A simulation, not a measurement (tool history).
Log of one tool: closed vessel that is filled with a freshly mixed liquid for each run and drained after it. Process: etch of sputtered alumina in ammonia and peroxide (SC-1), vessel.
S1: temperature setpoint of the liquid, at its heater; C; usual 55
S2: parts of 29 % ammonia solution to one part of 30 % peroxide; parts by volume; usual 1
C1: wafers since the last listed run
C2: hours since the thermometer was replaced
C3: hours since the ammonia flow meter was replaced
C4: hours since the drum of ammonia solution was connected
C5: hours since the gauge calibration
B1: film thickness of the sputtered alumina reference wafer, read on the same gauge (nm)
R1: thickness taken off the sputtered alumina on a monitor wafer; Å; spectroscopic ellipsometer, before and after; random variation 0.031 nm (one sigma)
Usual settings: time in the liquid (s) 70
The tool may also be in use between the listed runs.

Run 1, hour 0: usual settings; C1 0; C2 2500.9; C3 925.1; C4 202; C5 559.4; B1 90.03. Result: R1 58.3 Å.
Run 2, hour 29.2: usual settings; C1 2657; C2 2530.1; C3 954.3; C4 231.2; C5 588.6; B1 89.99. Result: R1 58.6 Å.
Run 3, hour 64: usual settings but S1 47 C; C1 3167; C2 2564.9; C3 989.1; C4 266; C5 623.4; B1 90. Result: R1 37.6 Å.
At hour 104.3: ammonia flow meter replaced.
Run 4, hour 117: usual settings but S1 47 C; C1 4733; C2 2617.9; C3 12.7; C4 319; C5 676.4; B1 89.96. Result: R1 37.5 Å.
Run 5, hour 157.7: usual settings but S1 47 C; C1 3704; C2 2658.6; C3 53.4; C4 359.7; C5 717.1; B1 89.98. Result: R1 37.7 Å.
Run 6, hour 249.2: usual settings; C1 8328; C2 2750.1; C3 144.9; C4 451.2; C5 808.6; B1 90. Result: R1 57.9 Å.
Run 7, hour 287.5: usual settings; C1 3486; C2 2788.4; C3 183.2; C4 489.5; C5 846.9; B1 89.99. Result: R1 58.1 Å.
Run 8, hour 335.3: usual settings but S2 1.2 parts by volume; C1 4350; C2 2836.2; C3 231; C4 537.3; C5 894.7; B1 89.99. Result: R1 59.2 Å.
Run 9, hour 365.3: usual settings but S2 1.2 parts by volume; C1 2730; C2 2866.2; C3 261; C4 567.3; C5 924.7; B1 89.99. Result: R1 59 Å.
Run 10, hour 391.1: usual settings but S2 1.2 parts by volume; C1 2348; C2 2892; C3 286.8; C4 593.1; C5 950.5; B1 90. Result: R1 58.5 Å.
Run 11, hour 450.8: usual settings; C1 5433; C2 2951.7; C3 346.5; C4 652.8; C5 1010.2; B1 89.98. Result: R1 57.5 Å.
At hour 484.2: thermometer replaced.
Run 12, hour 499: usual settings; C1 4296; C2 14.8; C3 394.7; C4 701; C5 1058.4; B1 90.03. Result: R1 55.2 Å.
Run 13, hour 562.3: usual settings; C1 5761; C2 78.1; C3 458; C4 764.3; C5 1121.7; B1 90.01. Result: R1 55.7 Å.
Run 14, hour 594.6: usual settings; C1 2939; C2 110.4; C3 490.3; C4 796.6; C5 1154; B1 89.99. Result: R1 55.1 Å.
Run 15, hour 625.3: usual settings but S1 47 C; C1 2794; C2 141.1; C3 521; C4 827.3; C5 1184.7; B1 89.98. Result: R1 35.4 Å.
At hour 662.5: new drum of ammonia solution connected.
Run 16, hour 686.7: usual settings but S1 60.5 C, S2 1.2 parts by volume, time in the liquid (s) 105; C1 5497; C2 202.5; C3 582.4; C4 24.2; C5 1246.1; B1 90.01. Result: R1 112.5 Å.
Run 17, hour 744.5: usual settings; C1 5260; C2 260.3; C3 640.2; C4 82; C5 1303.9; B1 90.01. Result: R1 55 Å.
At hour 785.9: thermometer replaced, repeated, since the last time left the tool worse.
Run 18, hour 789.2: usual settings but S1 47.5 C, time in the liquid (s) 55; C1 3977; C2 3.3; C3 684.9; C4 126.7; C5 1348.6; B1 89.98. Result: R1 32.8 Å.
At hour 798.8: gauge calibrated.
Run 19, hour 840.9: usual settings but S1 47 C; C1 4705; C2 55; C3 736.6; C4 178.4; C5 42.1; B1 89.97. Result: R1 40.5 Å.
Run 20, hour 877.9: usual settings but S1 47 C, S2 1.2 parts by volume, time in the liquid (s) 80; C1 3367; C2 92; C3 773.6; C4 215.4; C5 79.1; B1 89.98. Result: R1 46.9 Å.
Run 21, hour 947.5: usual settings but S2 1.2 parts by volume, time in the liquid (s) 100; C1 6334; C2 161.6; C3 843.2; C4 285; C5 148.7; B1 89.99. Result: R1 91.2 Å.
At hour 983: ammonia flow meter replaced.
Run 22, hour 992.9: usual settings; C1 4041; C2 207; C3 9.9; C4 330.4; C5 194.1; B1 90. Result: R1 62.7 Å.
Run 23, hour 1047.5: usual settings but S1 47.5 C, S2 1.15 parts by volume, time in the liquid (s) 95; C1 4969; C2 261.6; C3 64.5; C4 385; C5 248.7; B1 89.97. Result: R1 57.2 Å.
Run 24, hour 1090.1: usual settings; C1 3877; C2 304.2; C3 107.1; C4 427.6; C5 291.3; B1 90.02. Result: R1 62.2 Å.
Run 25, hour 1117.5: usual settings but time in the liquid (s) 55; C1 2493; C2 331.6; C3 134.5; C4 455; C5 318.7; B1 89.99. Result: R1 49.1 Å.
Run 26, hour 1178.7: usual settings but S2 1.15 parts by volume, time in the liquid (s) 95; C1 5570; C2 392.8; C3 195.7; C4 516.2; C5 379.9; B1 89.96. Result: R1 85.6 Å.
Run 27, hour 1212: usual settings but S2 0.85 parts by volume; C1 3030; C2 426.1; C3 229; C4 549.5; C5 413.2; B1 89.97. Result: R1 61.1 Å.
Run 28, hour 1256.2: usual settings but S1 63 C, time in the liquid (s) 45; C1 4023; C2 470.3; C3 273.2; C4 593.7; C5 457.4; B1 90.06. Result: R1 60.5 Å.
Run 29, hour 1286.4: usual settings; C1 2748; C2 500.5; C3 303.4; C4 623.9; C5 487.6; B1 90. Result: R1 61.8 Å.

The same runs without the tool's hidden state, with the same run-to-run variation:
The hidden state here: liquid colder than its thermometer reads (K); ammonia flow above the setpoint (%); ammonia solution weaker than its label (%); gauge reads high (%).
run    R1
  1  62.9
  2  63.3
  3  40.8
  4  40.8
  5  41.1
  6  62.9
  7  63.2
  8  64.5
  9  64.3
 10  63.8
 11  62.9
 12  62.8
 13  63.4
 14  62.9
 15  40.7
 16   128
 17    63
 18    33
 19  40.8
 20  47.3
 21  92.1
 22  63.4
 23    58
 24    63
 25  49.8
 26    87
 27  62.1
 28  61.6
 29    63
